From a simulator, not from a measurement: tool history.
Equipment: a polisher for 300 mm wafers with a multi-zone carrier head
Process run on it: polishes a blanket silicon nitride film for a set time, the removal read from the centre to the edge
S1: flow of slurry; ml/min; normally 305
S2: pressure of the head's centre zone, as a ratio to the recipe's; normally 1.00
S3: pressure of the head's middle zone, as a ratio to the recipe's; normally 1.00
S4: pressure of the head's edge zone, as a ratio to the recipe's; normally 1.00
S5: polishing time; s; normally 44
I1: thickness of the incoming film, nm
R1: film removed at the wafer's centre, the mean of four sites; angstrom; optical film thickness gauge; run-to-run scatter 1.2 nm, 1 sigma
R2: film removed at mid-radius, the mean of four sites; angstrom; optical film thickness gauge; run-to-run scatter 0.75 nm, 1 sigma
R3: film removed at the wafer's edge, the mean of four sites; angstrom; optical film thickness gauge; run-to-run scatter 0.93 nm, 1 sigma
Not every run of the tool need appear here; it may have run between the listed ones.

run,hour,S1,S2,S3,S4,S5,I1,R1,R2,R3
1,0.0,305,1.00,1.06,0.98,44,445.5,1040,1131,1061
2,55.7,305,1.00,1.06,0.98,44,448.2,1034,1126,1053
3,104.9,305,1.00,1.06,0.98,44,444.0,1047,1131,1055
4,192.0,305,1.00,1.00,1.00,41,440.7,964,993,989
# hour 221.8: worn pad replaced by a new one
5,230.3,305,1.00,1.00,1.00,44,445.5,1039,1081,1056
6,313.6,305,1.00,1.00,1.00,44,443.4,1024,1067,1058
7,417.1,305,1.00,1.00,1.00,44,435.0,1017,1063,1045
# hour 421.8: edge zone pressure recalibrated
# hour 437.1: centre zone pressure recalibrated
# hour 453.3: carrier head's membrane replaced by a new one
8,487.8,305,1.00,1.00,1.00,44,442.0,1006,1061,1053
# hour 499.4: slurry nozzle cleaned
9,580.9,305,1.00,1.00,1.00,44,441.3,956,1010,1022
# hour 615.0: worn pad replaced by a new one
10,641.5,225,1.00,0.90,1.00,32,445.5,645,623,699
11,686.6,305,1.00,1.00,1.00,41,439.4,879,934,943
12,753.5,230,1.10,1.00,1.12,44,436.9,951,923,1019
13,821.7,375,1.00,1.00,1.00,49,445.4,1075,1128,1139
14,915.0,305,1.09,1.00,1.00,51,444.8,1156,1138,1138
# hour 919.2: slurry nozzle cleaned, repeated, since the last time left the tool worse
# hour 1067.5: worn pad replaced by a new one
# hour 1159.7: edge zone pressure recalibrated
15,1220.7,305,1.00,1.00,1.00,50,446.7,1157,1220,1196
16,1265.7,305,1.00,0.93,1.00,44,442.9,1015,1004,1080

Run 17 is up next; what results do you expect?
# hour 1279.8: centre zone pressure recalibrated
17,1308.9,305,1.00,1.00,0.90,44,441.4,?,?,?

Run 17 measured R1 1007 angstrom, R2 1060 angstrom, R3 1012 angstrom.
Had the tool carried no hidden state, the very same run would have given R1 1031 angstrom, R2 1082 angstrom, R3 1029 angstrom.

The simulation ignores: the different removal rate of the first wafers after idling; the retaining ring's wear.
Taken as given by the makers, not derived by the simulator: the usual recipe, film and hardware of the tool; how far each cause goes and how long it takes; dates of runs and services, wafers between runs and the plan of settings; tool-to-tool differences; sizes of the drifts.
